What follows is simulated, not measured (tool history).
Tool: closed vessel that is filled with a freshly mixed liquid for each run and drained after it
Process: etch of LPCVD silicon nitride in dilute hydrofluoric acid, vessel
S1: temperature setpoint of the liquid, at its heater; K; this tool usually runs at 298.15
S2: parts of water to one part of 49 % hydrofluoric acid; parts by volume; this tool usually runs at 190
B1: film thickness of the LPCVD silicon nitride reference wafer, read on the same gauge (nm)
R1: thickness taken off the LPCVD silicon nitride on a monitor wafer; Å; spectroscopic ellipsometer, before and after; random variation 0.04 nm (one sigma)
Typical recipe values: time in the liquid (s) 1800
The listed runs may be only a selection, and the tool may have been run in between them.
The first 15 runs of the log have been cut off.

Run 16, hour 208.8: usual settings but S1 300.65 K, S2 275 parts by volume; B1 39.99. Result: R1 44.7 Å.
At hour 218.3: hydrofluoric acid flow meter replaced.
Run 17, hour 223.8: usual settings but S1 296.15 K, S2 215 parts by volume, time in the liquid (s) 2150; B1 40.02. Result: R1 46.6 Å.
Run 18, hour 237.1: usual settings but S1 294.15 K, S2 110 parts by volume, time in the liquid (s) 955; B1 39.99. Result: R1 34.6 Å.
Run 19, hour 250.1: usual settings but S1 302.65 K, time in the liquid (s) 2865; B1 39.98. Result: R1 104.6 Å.
Run 20, hour 258.0: usual settings but S1 296.15 K, S2 260 parts by volume, time in the liquid (s) 2135; B1 39.97. Result: R1 38.3 Å.
Run 21, hour 264.3: usual settings but S1 301.15 K, S2 150 parts by volume; B1 39.98. Result: R1 76.9 Å.
Run 22, hour 272.0: usual settings but S1 303.15 K, S2 245 parts by volume, time in the liquid (s) 2200; B1 40.02. Result: R1 64.6 Å.
Run 23, hour 287.7: usual settings; B1 39.99. Result: R1 50.0 Å.
Run 24, hour 301.5: usual settings but time in the liquid (s) 2595; B1 40.03. Result: R1 71.2 Å.
Run 25, hour 334.7: usual settings but S2 145 parts by volume; B1 40.05. Result: R1 64.9 Å.
Run 26, hour 347.0: usual settings; B1 39.96. Result: R1 49.4 Å.
Run 27, hour 360.4: usual settings but S1 301.65 K, time in the liquid (s) 2790; B1 40.00. Result: R1 95.2 Å.
Run 28, hour 369.7: usual settings but S1 299.65 K, S2 215 parts by volume, time in the liquid (s) 1440; B1 40.00. Result: R1 39.0 Å.
Run 29, hour 378.7: usual settings but S2 230 parts by volume; B1 39.96. Result: R1 41.4 Å.
Run 30, hour 391.4: usual settings but S2 165 parts by volume; B1 40.01. Result: R1 57.3 Å.
Run 31, hour 404.0: usual settings but S2 270 parts by volume, time in the liquid (s) 2585; B1 40.02. Result: R1 50.4 Å.
Run 32, hour 436.8: usual settings but S1 294.65 K, S2 115 parts by volume, time in the liquid (s) 825; B1 40.02. Result: R1 30.2 Å.

Here are 4 independent what-if runs from the current tool condition. What would each one return?
Run A, hour 438.0: usual settings; B1 ?. Result: R1 ?.
Run B, hour 438.0: usual settings but S1 302.15 K, S2 245 parts by volume; B1 ?. Result: R1 ?.
Run C, hour 438.0: usual settings but S1 299.65 K, S2 160 parts by volume, time in the liquid (s) 1455; B1 ?. Result: R1 ?.
Run D, hour 438.0: usual settings but time in the liquid (s) 1515; B1 ?. Result: R1 ?.

run     B1    R1
  A  40.04  50.3
  B  40.04  49.9
  C  40.04  53.0
  D  40.04  42.3
Had the tool no hidden state, the same runs would have come out as:
run    R1
  A  51.7
  B  51.1
  C  54.5
  D  43.5
